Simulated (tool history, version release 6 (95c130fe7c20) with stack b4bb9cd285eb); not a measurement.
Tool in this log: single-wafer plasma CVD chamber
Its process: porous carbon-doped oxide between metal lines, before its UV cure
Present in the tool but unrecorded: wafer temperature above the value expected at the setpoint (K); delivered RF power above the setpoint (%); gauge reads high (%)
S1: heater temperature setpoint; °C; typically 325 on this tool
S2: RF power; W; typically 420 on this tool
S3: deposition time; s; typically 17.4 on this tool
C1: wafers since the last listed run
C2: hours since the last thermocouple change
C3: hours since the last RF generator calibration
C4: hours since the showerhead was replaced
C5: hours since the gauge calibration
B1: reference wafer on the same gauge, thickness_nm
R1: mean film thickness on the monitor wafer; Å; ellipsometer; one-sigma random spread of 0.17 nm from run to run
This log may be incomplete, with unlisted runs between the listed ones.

Run 1, hour 0.0: usual settings; C1 0; C2 1273.9; C3 1067.5; C4 4240.2; C5 293.0; B1 76.274. Result: R1 780.75 Å.
Run 2, hour 27.1: usual settings; C1 1247; C2 1301.0; C3 1094.6; C4 4267.3; C5 320.1; B1 76.313. Result: R1 781.30 Å.
Run 3, hour 49.5: usual settings; C1 1030; C2 1323.4; C3 1117.0; C4 4289.7; C5 342.5; B1 76.287. Result: R1 782.49 Å.
Run 4, hour 77.0: usual settings but S1 328 °C; C1 1265; C2 1350.9; C3 1144.5; C4 4317.2; C5 370.0; B1 76.316. Result: R1 772.59 Å.
At hour 95.7: gauge calibrated.
Run 5, hour 101.7: usual settings but S1 328 °C; C1 1136; C2 1375.6; C3 1169.2; C4 4341.9; C5 6.0; B1 76.285. Result: R1 770.31 Å.
Run 6, hour 124.7: usual settings but S1 328 °C; C1 1058; C2 1398.6; C3 1192.2; C4 4364.9; C5 29.0; B1 76.291. Result: R1 771.67 Å.
Run 7, hour 165.5: usual settings; C1 1877; C2 1439.4; C3 1233.0; C4 4405.7; C5 69.8; B1 76.340. Result: R1 781.98 Å.
Run 8, hour 191.6: usual settings; C1 1201; C2 1465.5; C3 1259.1; C4 4431.8; C5 95.9; B1 76.263. Result: R1 784.33 Å.
Run 9, hour 209.7: usual settings; C1 833; C2 1483.6; C3 1277.2; C4 4449.9; C5 114.0; B1 76.311. Result: R1 781.98 Å.
Run 10, hour 234.0: usual settings; C1 1118; C2 1507.9; C3 1301.5; C4 4474.2; C5 138.3; B1 76.338. Result: R1 781.72 Å.
Run 11, hour 265.3: usual settings; C1 1440; C2 1539.2; C3 1332.8; C4 4505.5; C5 169.6; B1 76.292. Result: R1 785.40 Å.
Run 12, hour 289.7: usual settings but S2 355 W; C1 1123; C2 1563.6; C3 1357.2; C4 4529.9; C5 194.0; B1 76.251. Result: R1 676.02 Å.
At hour 322.9: thermocouple changed; heater temperature recalibrated.
Run 13, hour 323.4: usual settings but S2 355 W; C1 1182; C2 0.5; C3 1390.9; C4 4563.6; C5 227.7; B1 76.282. Result: R1 661.30 Å.
Run 14, hour 349.0: usual settings but S2 355 W; C1 1178; C2 26.1; C3 1416.5; C4 4589.2; C5 253.3; B1 76.265. Result: R1 661.72 Å.

Run 15 has not been measured yet. What should we expect?
Run 15, hour 361.6: usual settings but S2 350 W; C1 579; C2 38.7; C3 1429.1; C4 4601.8; C5 265.9; B1 ?. Result: R1 ?.

{"run 15": {"B1": 76.322, "R1": 653.35}}
With no hidden state in the tool, this same run would have given R1 671.22 Å.
